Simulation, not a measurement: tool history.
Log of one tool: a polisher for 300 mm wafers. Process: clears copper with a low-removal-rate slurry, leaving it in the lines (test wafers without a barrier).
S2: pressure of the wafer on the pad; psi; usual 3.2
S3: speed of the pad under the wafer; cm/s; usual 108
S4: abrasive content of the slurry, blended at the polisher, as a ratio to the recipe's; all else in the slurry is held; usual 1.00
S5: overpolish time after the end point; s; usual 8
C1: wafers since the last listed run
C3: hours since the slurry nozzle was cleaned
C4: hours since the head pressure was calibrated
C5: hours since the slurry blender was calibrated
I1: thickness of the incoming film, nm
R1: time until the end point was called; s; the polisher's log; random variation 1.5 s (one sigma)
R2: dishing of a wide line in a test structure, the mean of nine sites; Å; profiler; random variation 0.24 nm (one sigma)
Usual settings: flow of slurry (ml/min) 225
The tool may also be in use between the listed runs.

run 1 hour=0.0 | flow_of_slurry_(ml/min)=225 S2=3.2 S3=108 S4=1.00 S5=8 | C1=0 wafers_polished_on_this_pad=3154 C3=138.7 C4=381.4 C5=327.5 | I1=388.5 | R1=97.8 R2=152
run 2 hour=35.9 | flow_of_slurry_(ml/min)=200 S2=3.2 S3=108 S4=0.85 S5=8 | C1=455 wafers_polished_on_this_pad=3609 C3=174.6 C4=417.3 C5=363.4 | I1=390.4 | R1=100.2 R2=146
run 3 hour=81.7 | flow_of_slurry_(ml/min)=225 S2=3.2 S3=108 S4=1.00 S5=8 | C1=580 wafers_polished_on_this_pad=4189 C3=220.4 C4=463.1 C5=409.2 | I1=397.0 | R1=101.3 R2=154
-- hour=105.5 slurry blender recalibrated
run 4 hour=151.5 | flow_of_slurry_(ml/min)=225 S2=3.2 S3=108 S4=1.00 S5=8 | C1=859 wafers_polished_on_this_pad=5049 C3=290.2 C4=532.9 C5=46.0 | I1=389.0 | R1=100.0 R2=152
-- hour=185.2 worn pad replaced by a new one
run 5 hour=185.7 | flow_of_slurry_(ml/min)=225 S2=3.2 S3=108 S4=1.00 S5=8 | C1=382 wafers_polished_on_this_pad=6 C3=324.4 C4=567.1 C5=80.2 | I1=387.9 | R1=101.1 R2=149
-- hour=272.5 slurry nozzle cleaned
run 6 hour=316.5 | flow_of_slurry_(ml/min)=225 S2=3.2 S3=108 S4=1.00 S5=8 | C1=1645 wafers_polished_on_this_pad=1652 C3=44.0 C4=697.9 C5=211.0 | I1=387.6 | R1=98.2 R2=154
run 7 hour=374.1 | flow_of_slurry_(ml/min)=225 S2=3.2 S3=108 S4=1.00 S5=8 | C1=730 wafers_polished_on_this_pad=2382 C3=101.6 C4=755.5 C5=268.6 | I1=386.6 | R1=97.4 R2=152
-- hour=449.2 slurry blender recalibrated
-- hour=532.9 worn pad replaced by a new one
run 8 hour=533.4 | flow_of_slurry_(ml/min)=225 S2=3.2 S3=108 S4=1.00 S5=8 | C1=1943 wafers_polished_on_this_pad=6 C3=260.9 C4=914.8 C5=84.2 | I1=390.4 | R1=101.4 R2=149
run 9 hour=589.1 | flow_of_slurry_(ml/min)=225 S2=3.2 S3=108 S4=1.00 S5=8 | C1=706 wafers_polished_on_this_pad=712 C3=316.6 C4=970.5 C5=139.9 | I1=392.8 | R1=102.7 R2=147
run 10 hour=617.8 | flow_of_slurry_(ml/min)=225 S2=3.2 S3=108 S4=0.75 S5=8 | C1=363 wafers_polished_on_this_pad=1075 C3=345.3 C4=999.2 C5=168.6 | I1=392.4 | R1=109.6 R2=138
run 11 hour=649.5 | flow_of_slurry_(ml/min)=225 S2=3.2 S3=108 S4=1.20 S5=8 | C1=401 wafers_polished_on_this_pad=1477 C3=377.0 C4=1030.9 C5=200.3 | I1=390.5 | R1=98.9 R2=146
-- hour=664.2 slurry nozzle cleaned
run 12 hour=704.4 | flow_of_slurry_(ml/min)=225 S2=2.2 S3=122 S4=1.00 S5=4 | C1=683 wafers_polished_on_this_pad=2160 C3=40.2 C4=1085.8 C5=255.2 | I1=390.6 | R1=133.0 R2=69
run 13 hour=753.5 | flow_of_slurry_(ml/min)=145 S2=3.2 S3=92 S4=1.00 S5=8 | C1=622 wafers_polished_on_this_pad=2783 C3=89.3 C4=1134.9 C5=304.3 | I1=386.7 | R1=120.7 R2=129
-- hour=800.6 head pressure recalibrated
run 14 hour=816.7 | flow_of_slurry_(ml/min)=225 S2=3.2 S3=108 S4=1.00 S5=8 | C1=775 wafers_polished_on_this_pad=3559 C3=152.5 C4=16.1 C5=367.5 | I1=396.4 | R1=90.8 R2=163
run 15 hour=861.0 | flow_of_slurry_(ml/min)=245 S2=2.6 S3=108 S4=1.00 S5=8 | C1=561 wafers_polished_on_this_pad=4120 C3=196.8 C4=60.4 C5=411.8 | I1=388.8 | R1=103.3 R2=140
-- hour=878.0 slurry blender recalibrated
run 16 hour=928.6 | flow_of_slurry_(ml/min)=225 S2=3.2 S3=108 S4=0.90 S5=6 | C1=831 wafers_polished_on_this_pad=4952 C3=264.4 C4=128.0 C5=50.6 | I1=388.4 | R1=89.9 R2=128
-- hour=950.1 worn pad replaced by a new one
run 17 hour=987.3 | flow_of_slurry_(ml/min)=225 S2=3.2 S3=108 S4=1.00 S5=6 | C1=693 wafers_polished_on_this_pad=471 C3=323.1 C4=186.7 C5=109.3 | I1=383.4 | R1=91.8 R2=129
run 18 hour=1046.9 | flow_of_slurry_(ml/min)=165 S2=3.2 S3=108 S4=1.00 S5=6 | C1=755 wafers_polished_on_this_pad=1227 C3=382.7 C4=246.3 C5=168.9 | I1=394.0 | R1=104.0 R2=118
run 19 hour=1100.1 | flow_of_slurry_(ml/min)=190 S2=3.2 S3=108 S4=1.00 S5=8 | C1=674 wafers_polished_on_this_pad=1901 C3=435.9 C4=299.5 C5=222.1 | I1=389.6 | R1=105.1 R2=145
-- hour=1137.3 slurry nozzle cleaned
run 20 hour=1141.4 | flow_of_slurry_(ml/min)=225 S2=3.2 S3=108 S4=0.80 S5=8 | C1=510 wafers_polished_on_this_pad=2412 C3=4.1 C4=340.8 C5=263.4 | I1=388.5 | R1=97.9 R2=154
-- hour=1237.7 slurry blender recalibrated
run 21 hour=1242.9 | flow_of_slurry_(ml/min)=225 S2=3.8 S3=108 S4=1.00 S5=8 | C1=1261 wafers_polished_on_this_pad=3673 C3=105.6 C4=442.3 C5=5.2 | I1=396.1 | R1=79.4 R2=178

Run 22 comes next. What will it give?
run 22 hour=1281.9 | flow_of_slurry_(ml/min)=225 S2=3.2 S3=108 S4=1.00 S5=8 | C1=494 wafers_polished_on_this_pad=4167 C3=144.6 C4=481.3 C5=44.2 | I1=392.7 | R1=? R2=?

{"run 22": {"R1": 95.7, "R2": 157}}
Without the tool's hidden state the same run would have given R1 87.5 s, R2 167 Å.
